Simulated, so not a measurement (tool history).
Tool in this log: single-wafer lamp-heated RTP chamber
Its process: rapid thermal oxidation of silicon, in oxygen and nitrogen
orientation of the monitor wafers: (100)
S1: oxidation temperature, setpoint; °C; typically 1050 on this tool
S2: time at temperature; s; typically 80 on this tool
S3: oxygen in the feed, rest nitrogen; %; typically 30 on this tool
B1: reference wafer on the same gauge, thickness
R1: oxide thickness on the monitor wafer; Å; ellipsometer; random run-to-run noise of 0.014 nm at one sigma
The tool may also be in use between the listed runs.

{"run": 1, "day": 0.0, "S1": 1067, "S2": 80, "S3": 30, "B1": 6.744, "R1": 71.29}
{"run": 2, "day": 2.371, "S1": 1050, "S2": 80, "S3": 30, "B1": 6.74, "R1": 63.98}
{"run": 3, "day": 5.975, "S1": 1050, "S2": 80, "S3": 30, "B1": 6.741, "R1": 64.24}
{"run": 4, "day": 7.321, "S1": 1050, "S2": 80, "S3": 30, "B1": 6.743, "R1": 64.41}
{"run": 5, "day": 8.208, "S1": 1050, "S2": 80, "S3": 30, "B1": 6.745, "R1": 64.92}
{"run": 6, "day": 9.517, "S1": 1050, "S2": 80, "S3": 30, "B1": 6.738, "R1": 64.84}
{"day": 10.454, "done": "pyrometer window cleaned and pyrometer calibrated"}
{"run": 7, "day": 10.475, "S1": 1050, "S2": 80, "S3": 30, "B1": 6.741, "R1": 63.49}
{"run": 8, "day": 11.317, "S1": 1050, "S2": 95, "S3": 17, "B1": 6.743, "R1": 56.29}
{"run": 9, "day": 12.379, "S1": 1050, "S2": 95, "S3": 17, "B1": 6.74, "R1": 56.7}
{"run": 10, "day": 12.917, "S1": 1050, "S2": 95, "S3": 17, "B1": 6.744, "R1": 56.8}
{"run": 11, "day": 14.088, "S1": 1050, "S2": 105, "S3": 30, "B1": 6.741, "R1": 71.9}
{"run": 12, "day": 15.554, "S1": 1050, "S2": 105, "S3": 30, "B1": 6.738, "R1": 72.35}
{"run": 13, "day": 16.221, "S1": 1050, "S2": 105, "S3": 30, "B1": 6.743, "R1": 72.5}
{"run": 14, "day": 17.692, "S1": 1050, "S2": 80, "S3": 30, "B1": 6.74, "R1": 64.59}
{"run": 15, "day": 18.917, "S1": 1050, "S2": 80, "S3": 30, "B1": 6.742, "R1": 64.66}
{"run": 16, "day": 20.2, "S1": 1050, "S2": 80, "S3": 30, "B1": 6.745, "R1": 64.54}
{"run": 17, "day": 21.162, "S1": 1050, "S2": 80, "S3": 30, "B1": 6.745, "R1": 64.76}
{"run": 18, "day": 21.667, "S1": 1050, "S2": 80, "S3": 30, "B1": 6.74, "R1": 64.95}
{"run": 19, "day": 22.417, "S1": 1050, "S2": 80, "S3": 51, "B1": 6.739, "R1": 78.53}
{"day": 23.842, "done": "pyrometer window cleaned and pyrometer calibrated"}
{"run": 20, "day": 23.862, "S1": 1076, "S2": 59, "S3": 30, "B1": 6.743, "R1": 65.78}
{"run": 21, "day": 24.829, "S1": 1050, "S2": 80, "S3": 53, "B1": 6.742, "R1": 77.92}
{"run": 22, "day": 25.992, "S1": 1076, "S2": 119, "S3": 52, "B1": 6.739, "R1": 110.44}
{"run": 23, "day": 26.888, "S1": 1031, "S2": 106, "S3": 30, "B1": 6.74, "R1": 63.61}
{"run": 24, "day": 27.708, "S1": 1062, "S2": 104, "S3": 53, "B1": 6.74, "R1": 95.53}
{"run": 25, "day": 28.654, "S1": 1033, "S2": 51, "S3": 30, "B1": 6.746, "R1": 47.42}
{"run": 26, "day": 29.3, "S1": 1050, "S2": 80, "S3": 57, "B1": 6.741, "R1": 80.72}
{"run": 27, "day": 30.383, "S1": 1050, "S2": 80, "S3": 30, "B1": 6.743, "R1": 64.23}
{"run": 28, "day": 31.625, "S1": 1050, "S2": 80, "S3": 30, "B1": 6.741, "R1": 64.37}
{"day": 32.142, "done": "oxygen flow controller replaced"}
{"run": 29, "day": 32.162, "S1": 1067, "S2": 80, "S3": 30, "B1": 6.735, "R1": 71.99}
{"run": 30, "day": 32.642, "S1": 1040, "S2": 96, "S3": 17, "B1": 6.743, "R1": 53.88}
{"day": 33.004, "done": "gauge calibrated"}
{"run": 31, "day": 33.842, "S1": 1071, "S2": 99, "S3": 17, "B1": 6.745, "R1": 67.05}
{"day": 34.604, "done": "pyrometer window cleaned and pyrometer calibrated"}
{"run": 32, "day": 34.621, "S1": 1060, "S2": 65, "S3": 57, "B1": 6.746, "R1": 77.65}
{"run": 33, "day": 38.008, "S1": 1050, "S2": 80, "S3": 30, "B1": 6.745, "R1": 64.18}
{"run": 34, "day": 39.0, "S1": 1032, "S2": 101, "S3": 18, "B1": 6.739, "R1": 52.9}

Run 35 has not been measured yet. What should we expect?
{"run": 35, "day": 40.362, "S1": 1076, "S2": 59, "S3": 30, "B1": "?", "R1": "?"}

{"run 35": {"B1": 6.741, "R1": 66.81}}
Were there no unlogged condition in the tool, this run, its random variation unchanged, would have produced R1 65.95 Å.
